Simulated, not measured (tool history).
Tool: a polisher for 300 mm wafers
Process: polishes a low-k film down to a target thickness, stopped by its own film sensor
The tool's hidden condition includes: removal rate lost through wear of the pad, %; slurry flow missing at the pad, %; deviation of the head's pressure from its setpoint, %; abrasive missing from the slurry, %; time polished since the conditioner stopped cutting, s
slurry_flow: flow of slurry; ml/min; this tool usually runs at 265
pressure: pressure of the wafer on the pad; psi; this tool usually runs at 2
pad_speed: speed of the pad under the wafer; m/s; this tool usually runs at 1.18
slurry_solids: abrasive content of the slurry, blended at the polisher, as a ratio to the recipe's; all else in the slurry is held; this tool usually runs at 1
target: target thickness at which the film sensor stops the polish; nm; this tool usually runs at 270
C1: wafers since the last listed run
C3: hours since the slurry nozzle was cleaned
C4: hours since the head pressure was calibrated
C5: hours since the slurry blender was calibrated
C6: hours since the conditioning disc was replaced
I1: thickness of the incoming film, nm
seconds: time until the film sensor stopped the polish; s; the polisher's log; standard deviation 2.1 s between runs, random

Run 1, hour 0: usual settings; C1 0; wafers polished on this pad 1516; C3 340.5; C4 184.2; C5 366; C6 553.9; I1 328.9. Result: seconds 125.3 s.
At hour 37.5: conditioning disc replaced and pad reconditioned.
Run 2, hour 113.1: usual settings; C1 761; wafers polished on this pad 2277; C3 453.6; C4 297.3; C5 479.1; C6 75.6; I1 331.7. Result: seconds 134.4 s.
Run 3, hour 184.2: usual settings but slurry_solids 1.15; C1 487; wafers polished on this pad 2765; C3 524.7; C4 368.4; C5 550.2; C6 146.7; I1 329.7. Result: seconds 119.6 s.
At hour 203.3: slurry blender recalibrated.
At hour 212.1: slurry nozzle cleaned.
Run 4, hour 247.5: usual settings but slurry_solids 1.15; C1 413; wafers polished on this pad 3178; C3 35.4; C4 431.7; C5 44.2; C6 210; I1 334.8. Result: seconds 131.2 s.
Run 5, hour 319.4: usual settings; C1 492; wafers polished on this pad 3671; C3 107.3; C4 503.6; C5 116.1; C6 281.9; I1 326.2. Result: seconds 118.6 s.
At hour 345.5: worn pad replaced by a new one.
Run 6, hour 392.6: usual settings; C1 474; wafers polished on this pad 322; C3 180.5; C4 576.8; C5 189.3; C6 355.1; I1 333.8. Result: seconds 136.7 s.
Run 7, hour 498: usual settings; C1 722; wafers polished on this pad 1045; C3 285.9; C4 682.2; C5 294.7; C6 460.5; I1 332.1. Result: seconds 135.3 s.
At hour 525.2: head pressure recalibrated.
At hour 587.8: conditioning disc replaced and pad reconditioned.
Run 8, hour 588.7: usual settings; C1 594; wafers polished on this pad 1639; C3 376.6; C4 63.5; C5 385.4; C6 0.9; I1 329.7. Result: seconds 130.6 s.
Run 9, hour 643.8: usual settings but slurry_flow 360 ml/min; C1 377; wafers polished on this pad 2017; C3 431.7; C4 118.6; C5 440.5; C6 56; I1 324.9. Result: seconds 113.4 s.
Run 10, hour 732.1: usual settings but slurry_flow 330 ml/min, pressure 2.4 psi, slurry_solids 1.2, target 278 nm; C1 605; wafers polished on this pad 2622; C3 520; C4 206.9; C5 528.8; C6 144.3; I1 336.6. Result: seconds 96.5 s.
At hour 746.7: slurry blender recalibrated.
At hour 786.6: slurry nozzle cleaned.
Run 11, hour 787.5: usual settings but pressure 2.4 psi, slurry_solids 0.75; C1 359; wafers polished on this pad 2982; C3 0.9; C4 262.3; C5 40.8; C6 199.7; I1 332.2. Result: seconds 130.8 s.
At hour 817.9: worn pad replaced by a new one.
Run 12, hour 827.9: usual settings; C1 249; wafers polished on this pad 68; C3 41.3; C4 302.7; C5 81.2; C6 240.1; I1 328.2. Result: seconds 121.4 s.
Run 13, hour 933.2: usual settings; C1 721; wafers polished on this pad 790; C3 146.6; C4 408; C5 186.5; C6 345.4; I1 332.9. Result: seconds 137.8 s.
Run 14, hour 1015.3: usual settings but pad_speed 0.78 m/s, target 276 nm; C1 562; wafers polished on this pad 1353; C3 228.7; C4 490.1; C5 268.6; C6 427.5; I1 323. Result: seconds 133.5 s.
Run 15, hour 1065: usual settings but pad_speed 1.56 m/s; C1 340; wafers polished on this pad 1694; C3 278.4; C4 539.8; C5 318.3; C6 477.2; I1 333.5. Result: seconds 114 s.
At hour 1131.8: conditioning disc replaced and pad reconditioned.
At hour 1134: head pressure recalibrated.
Run 16, hour 1134.5: usual settings but slurry_solids 1.15; C1 449; wafers polished on this pad 2143; C3 347.9; C4 0.5; C5 387.8; C6 2.7; I1 333. Result: seconds 130.8 s.
Run 17, hour 1216.4: usual settings but slurry_flow 310 ml/min, pressure 1.5 psi; C1 561; wafers polished on this pad 2704; C3 429.8; C4 82.4; C5 469.7; C6 84.6; I1 327.1. Result: seconds 163 s.
At hour 1267: slurry blender recalibrated.
Run 18, hour 1277.7: usual settings; C1 406; wafers polished on this pad 3111; C3 491.1; C4 143.7; C5 10.7; C6 145.9; I1 334.1. Result: seconds 138.4 s.
At hour 1344.3: slurry nozzle cleaned.
At hour 1346.9: worn pad replaced by a new one.
Run 19, hour 1355.5: usual settings; C1 508; wafers polished on this pad 58; C3 11.2; C4 221.5; C5 88.5; C6 223.7; I1 325.9. Result: seconds 118.5 s.
Run 20, hour 1455.9: usual settings but slurry_flow 350 ml/min, target 259 nm; C1 688; wafers polished on this pad 746; C3 111.6; C4 321.9; C5 188.9; C6 324.1; I1 329.2. Result: seconds 145.1 s.
Run 21, hour 1547.9: usual settings but slurry_solids 1.3; C1 630; wafers polished on this pad 1377; C3 203.6; C4 413.9; C5 280.9; C6 416.1; I1 330.1. Result: seconds 117.1 s.
At hour 1589: conditioning disc replaced and pad reconditioned.
Run 22, hour 1589.6: usual settings; C1 272; wafers polished on this pad 1649; C3 245.3; C4 455.6; C5 322.6; C6 0.6; I1 331.3. Result: seconds 134.5 s.
Run 23, hour 1634: usual settings but pressure 2.5 psi, pad_speed 1.02 m/s, target 261 nm; C1 304; wafers polished on this pad 1954; C3 289.7; C4 500; C5 367; C6 45; I1 329.2. Result: seconds 133.4 s.
Run 24, hour 1707.4: usual settings but slurry_flow 175 ml/min, pressure 1.4 psi, slurry_solids 1.3, target 286 nm; C1 503; wafers polished on this pad 2457; C3 363.1; C4 573.4; C5 440.4; C6 118.4; I1 328.8. Result: seconds 120.9 s.
At hour 1717.4: head pressure recalibrated.
Run 25, hour 1776.8: usual settings but slurry_flow 235 ml/min; C1 462; wafers polished on this pad 2919; C3 432.5; C4 59.4; C5 509.8; C6 187.8; I1 329.7. Result: seconds 134 s.
At hour 1789.7: slurry blender recalibrated.
At hour 1843.9: worn pad replaced by a new one.
Run 26, hour 1853.1: usual settings but slurry_flow 220 ml/min, pad_speed 0.84 m/s; C1 481; wafers polished on this pad 62; C3 508.8; C4 135.7; C5 63.4; C6 264.1; I1 329.4. Result: seconds 164 s.

Exercise: give the hidden state of the tool at every run:
removal rate lost through wear of the pad, %: 0 at every run
slurry flow missing at the pad, %: 0 at every run
deviation of the head's pressure from its setpoint, %: 0 at every run
abrasive missing from the slurry, %: 0 at every run
time polished since the conditioner stopped cutting, s: 0 at every run

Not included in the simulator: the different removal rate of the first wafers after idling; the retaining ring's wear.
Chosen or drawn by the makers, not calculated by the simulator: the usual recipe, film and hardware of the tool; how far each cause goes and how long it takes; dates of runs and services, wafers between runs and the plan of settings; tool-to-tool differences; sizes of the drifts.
